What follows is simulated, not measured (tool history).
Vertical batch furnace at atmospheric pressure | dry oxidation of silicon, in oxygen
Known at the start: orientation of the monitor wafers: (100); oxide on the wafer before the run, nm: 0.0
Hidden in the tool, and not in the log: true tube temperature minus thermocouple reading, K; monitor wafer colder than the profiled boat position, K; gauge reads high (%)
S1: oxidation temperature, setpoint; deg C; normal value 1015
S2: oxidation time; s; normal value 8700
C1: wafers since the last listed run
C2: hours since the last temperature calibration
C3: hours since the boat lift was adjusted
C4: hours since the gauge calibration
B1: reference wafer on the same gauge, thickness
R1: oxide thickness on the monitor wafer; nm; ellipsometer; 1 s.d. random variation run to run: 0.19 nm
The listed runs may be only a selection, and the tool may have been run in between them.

{"run": 1, "hour": 0.0, "S1": 1035, "S2": 6690, "C1": 0, "C2": 3920.9, "C3": 4674.5, "C4": 113.6, "B1": 118, "R1": 99.25}
{"run": 2, "hour": 44.6, "S1": 1015, "S2": 8700, "C1": 415, "C2": 3965.5, "C3": 4719.1, "C4": 158.2, "B1": 118.07, "R1": 98.64}
{"run": 3, "hour": 113.9, "S1": 1015, "S2": 8700, "C1": 645, "C2": 4034.8, "C3": 4788.4, "C4": 227.5, "B1": 118.02, "R1": 98.75}
{"run": 4, "hour": 181.7, "S1": 1034, "S2": 8700, "C1": 631, "C2": 4102.6, "C3": 4856.2, "C4": 295.3, "B1": 118.03, "R1": 116.65}
{"run": 5, "hour": 214.6, "S1": 1034, "S2": 8700, "C1": 306, "C2": 4135.5, "C3": 4889.1, "C4": 328.2, "B1": 118.04, "R1": 116.59}
{"run": 6, "hour": 272.0, "S1": 1015, "S2": 8700, "C1": 534, "C2": 4192.9, "C3": 4946.5, "C4": 385.6, "B1": 118.06, "R1": 98.85}
{"run": 7, "hour": 333.6, "S1": 1015, "S2": 11820, "C1": 573, "C2": 4254.5, "C3": 5008.1, "C4": 447.2, "B1": 118.06, "R1": 121.47}
{"hour": 381.5, "done": "gauge calibrated"}
{"run": 8, "hour": 405.6, "S1": 1015, "S2": 11820, "C1": 670, "C2": 4326.5, "C3": 5080.1, "C4": 24.1, "B1": 117.99, "R1": 121.51}
{"run": 9, "hour": 435.5, "S1": 993, "S2": 6570, "C1": 278, "C2": 4356.4, "C3": 5110, "C4": 54, "B1": 118.02, "R1": 65.93}
{"run": 10, "hour": 489.8, "S1": 1027, "S2": 11640, "C1": 505, "C2": 4410.7, "C3": 5164.3, "C4": 108.3, "B1": 118.02, "R1": 133.15}

Run 11 is up next; what results do you expect?
{"hour": 559.3, "done": "thermocouples replaced and temperature profile calibrated"}
{"hour": 582.7, "done": "boat lift adjusted"}
{"run": 11, "hour": 703.9, "S1": 1037, "S2": 11370, "C1": 1552, "C2": 144.6, "C3": 121.2, "C4": 322.4, "B1": "?", "R1": "?"}

B1: 117.97
R1: 147.68 nm
With no hidden state in the tool, this same run would have given R1 147.99 nm.
